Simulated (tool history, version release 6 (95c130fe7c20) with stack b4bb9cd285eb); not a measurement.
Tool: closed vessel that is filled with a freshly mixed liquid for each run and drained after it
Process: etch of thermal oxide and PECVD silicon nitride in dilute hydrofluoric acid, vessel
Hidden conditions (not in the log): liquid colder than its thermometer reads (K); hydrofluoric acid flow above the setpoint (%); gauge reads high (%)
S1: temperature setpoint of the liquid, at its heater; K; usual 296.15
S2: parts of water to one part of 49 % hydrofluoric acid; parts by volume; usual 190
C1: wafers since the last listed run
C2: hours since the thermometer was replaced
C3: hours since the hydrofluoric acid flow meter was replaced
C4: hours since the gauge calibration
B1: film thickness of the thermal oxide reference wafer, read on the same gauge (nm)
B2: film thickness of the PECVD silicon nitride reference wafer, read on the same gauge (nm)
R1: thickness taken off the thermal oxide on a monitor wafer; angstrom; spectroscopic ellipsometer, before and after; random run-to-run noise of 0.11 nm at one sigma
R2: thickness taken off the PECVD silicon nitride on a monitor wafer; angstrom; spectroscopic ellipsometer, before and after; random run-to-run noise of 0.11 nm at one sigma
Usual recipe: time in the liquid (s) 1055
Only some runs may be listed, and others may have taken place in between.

{"run": 1, "hour": 0.0, "S1": 296.15, "S2": 190, "time in the liquid (s)": 1055, "C1": 0, "C2": 1688.6, "C3": 1722.5, "C4": 91.5, "B1": 59.98, "B2": 90.0, "R1": 233.5, "R2": 220.3}
{"run": 2, "hour": 23.0, "S1": 296.15, "S2": 190, "time in the liquid (s)": 1055, "C1": 1368, "C2": 1711.6, "C3": 1745.5, "C4": 114.5, "B1": 60.0, "B2": 90.02, "R1": 237.2, "R2": 222.1}
{"run": 3, "hour": 37.0, "S1": 296.15, "S2": 190, "time in the liquid (s)": 1055, "C1": 832, "C2": 1725.6, "C3": 1759.5, "C4": 128.5, "B1": 59.97, "B2": 89.99, "R1": 235.7, "R2": 219.9}
{"run": 4, "hour": 64.5, "S1": 296.15, "S2": 190, "time in the liquid (s)": 1055, "C1": 1635, "C2": 1753.1, "C3": 1787.0, "C4": 156.0, "B1": 59.96, "B2": 89.97, "R1": 233.8, "R2": 222.1}
{"run": 5, "hour": 92.5, "S1": 296.15, "S2": 190, "time in the liquid (s)": 1055, "C1": 1665, "C2": 1781.1, "C3": 1815.0, "C4": 184.0, "B1": 60.0, "B2": 89.98, "R1": 237.5, "R2": 223.5}
{"run": 6, "hour": 124.0, "S1": 296.15, "S2": 190, "time in the liquid (s)": 1055, "C1": 1873, "C2": 1812.6, "C3": 1846.5, "C4": 215.5, "B1": 60.02, "B2": 90.0, "R1": 236.4, "R2": 220.8}
{"run": 7, "hour": 145.2, "S1": 292.65, "S2": 190, "time in the liquid (s)": 630, "C1": 1261, "C2": 1833.8, "C3": 1867.7, "C4": 236.7, "B1": 59.96, "B2": 90.02, "R1": 124.9, "R2": 106.1}
{"run": 8, "hour": 181.1, "S1": 292.65, "S2": 190, "time in the liquid (s)": 630, "C1": 2135, "C2": 1869.7, "C3": 1903.6, "C4": 272.6, "B1": 60.01, "B2": 90.0, "R1": 123.7, "R2": 107.0}
{"run": 9, "hour": 203.9, "S1": 292.65, "S2": 190, "time in the liquid (s)": 630, "C1": 1356, "C2": 1892.5, "C3": 1926.4, "C4": 295.4, "B1": 60.03, "B2": 89.99, "R1": 124.7, "R2": 105.3}
{"run": 10, "hour": 229.4, "S1": 298.15, "S2": 190, "time in the liquid (s)": 1055, "C1": 1516, "C2": 1918.0, "C3": 1951.9, "C4": 320.9, "B1": 60.02, "B2": 90.0, "R1": 257.2, "R2": 253.5}
{"hour": 243.4, "done": "thermometer replaced"}
{"run": 11, "hour": 243.9, "S1": 296.15, "S2": 190, "time in the liquid (s)": 1055, "C1": 803, "C2": 0.5, "C3": 1966.4, "C4": 335.4, "B1": 59.99, "B2": 89.99, "R1": 240.8, "R2": 223.5}
{"run": 12, "hour": 259.3, "S1": 297.65, "S2": 220, "time in the liquid (s)": 875, "C1": 916, "C2": 15.9, "C3": 1981.8, "C4": 350.8, "B1": 60.0, "B2": 90.01, "R1": 175.8, "R2": 176.1}
{"hour": 261.8, "done": "hydrofluoric acid flow meter replaced"}
{"run": 13, "hour": 280.7, "S1": 292.65, "S2": 190, "time in the liquid (s)": 630, "C1": 1213, "C2": 37.3, "C3": 18.9, "C4": 372.2, "B1": 60.03, "B2": 89.99, "R1": 111.7, "R2": 97.6}
{"run": 14, "hour": 312.1, "S1": 291.65, "S2": 190, "time in the liquid (s)": 1055, "C1": 1867, "C2": 68.7, "C3": 50.3, "C4": 403.6, "B1": 59.99, "B2": 89.99, "R1": 182.3, "R2": 154.6}
{"hour": 317.9, "done": "gauge calibrated"}
{"run": 15, "hour": 325.7, "S1": 292.65, "S2": 105, "time in the liquid (s)": 1055, "C1": 808, "C2": 82.3, "C3": 63.9, "C4": 7.8, "B1": 59.99, "B2": 90.0, "R1": 372.2, "R2": 295.0}
{"run": 16, "hour": 339.4, "S1": 296.15, "S2": 190, "time in the liquid (s)": 1055, "C1": 814, "C2": 96.0, "C3": 77.6, "C4": 21.5, "B1": 60.0, "B2": 90.0, "R1": 216.2, "R2": 206.4}
{"run": 17, "hour": 361.4, "S1": 292.65, "S2": 265, "time in the liquid (s)": 1055, "C1": 1308, "C2": 118.0, "C3": 99.6, "C4": 43.5, "B1": 60.01, "B2": 90.02, "R1": 127.8, "R2": 119.3}
{"run": 18, "hour": 377.1, "S1": 296.15, "S2": 130, "time in the liquid (s)": 1340, "C1": 933, "C2": 133.7, "C3": 115.3, "C4": 59.2, "B1": 60.01, "B2": 90.01, "R1": 431.6, "R2": 382.3}
{"run": 19, "hour": 395.3, "S1": 296.15, "S2": 275, "time in the liquid (s)": 1260, "C1": 1082, "C2": 151.9, "C3": 133.5, "C4": 77.4, "B1": 60.04, "B2": 90.03, "R1": 165.3, "R2": 171.8}
{"run": 20, "hour": 416.9, "S1": 299.15, "S2": 220, "time in the liquid (s)": 1420, "C1": 1284, "C2": 173.5, "C3": 155.1, "C4": 99.0, "B1": 60.03, "B2": 90.01, "R1": 276.4, "R2": 291.5}

Forecast each of these 4 alternatives for the next run:
{"run": "A", "hour": 417.8, "S1": 296.15, "S2": 190, "time in the liquid (s)": 745, "C1": 53, "C2": 174.4, "C3": 156.0, "C4": 99.9, "B1": "?", "B2": "?", "R1": "?", "R2": "?"}
{"run": "B", "hour": 417.8, "S1": 299.65, "S2": 190, "time in the liquid (s)": 760, "C1": 53, "C2": 174.4, "C3": 156.0, "C4": 99.9, "B1": "?", "B2": "?", "R1": "?", "R2": "?"}
{"run": "C", "hour": 417.8, "S1": 293.65, "S2": 145, "time in the liquid (s)": 1055, "C1": 53, "C2": 174.4, "C3": 156.0, "C4": 99.9, "B1": "?", "B2": "?", "R1": "?", "R2": "?"}
{"run": "D", "hour": 417.8, "S1": 293.65, "S2": 190, "time in the liquid (s)": 1055, "C1": 53, "C2": 174.4, "C3": 156.0, "C4": 99.9, "B1": "?", "B2": "?", "R1": "?", "R2": "?"}

run=A B1=59.96 B2=89.97 R1=154.1 R2=147.9
run=B B1=59.96 B2=89.97 R1=178.9 R2=188.2
run=C B1=59.96 B2=89.97 R1=272.1 R2=231.8
run=D B1=59.96 B2=89.97 R1=198.3 R2=178.1
With no hidden state in the tool, these same runs would have given:
run=A R1=151.0 R2=145.5
run=B R1=175.3 R2=185.1
run=C R1=266.9 R2=228.0
run=D R1=194.4 R2=175.2
